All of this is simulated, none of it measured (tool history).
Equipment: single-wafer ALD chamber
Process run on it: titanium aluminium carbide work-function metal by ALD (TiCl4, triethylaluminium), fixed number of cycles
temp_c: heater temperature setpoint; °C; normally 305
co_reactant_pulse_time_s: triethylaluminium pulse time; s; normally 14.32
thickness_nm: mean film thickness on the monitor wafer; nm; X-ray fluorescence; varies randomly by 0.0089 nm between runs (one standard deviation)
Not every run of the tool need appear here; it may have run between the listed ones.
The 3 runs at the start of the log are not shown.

run   hour  temp_c  co_reactant_pulse_time_s  read-back reference wafer on the same gauge, thickness_nm  thickness_nm
  4   46.2     293                     14.32                                                      2.291         2.016
  5   65.6     313                     10.56                                                      2.288         2.048
  6   80.1     313                     10.56                                                      2.290         2.051
  7  106.8     305                     12.73                                                      2.290         2.064
  8  135.8     305                     12.73                                                      2.289         2.046
  9  168.2     305                     14.32                                                      2.291         2.076
 10  190.9     305                     14.32                                                      2.290         2.087
 11  222.7     317                     14.32                                                      2.288         2.169
 12  246.1     317                     14.32                                                      2.287         2.165
 13  271.8     317                     14.32                                                      2.290         2.171
 14  298.3     305                     14.32                                                      2.288         2.078
 15  328.4     291                     11.42                                                      2.291         1.875
 16  358.3     305                     17.07                                                      2.290         2.106
 17  391.1     316                     12.37                                                      2.289         2.076

What does the tool deliver on the next run?
 18  420.4     305                     14.32                                                          ?             ?

Run 18 produced read-back reference wafer on the same gauge, thickness_nm 2.291, thickness_nm 2.046 nm.
Had the tool carried no hidden state, the very same run would have given thickness_nm 2.133 nm.
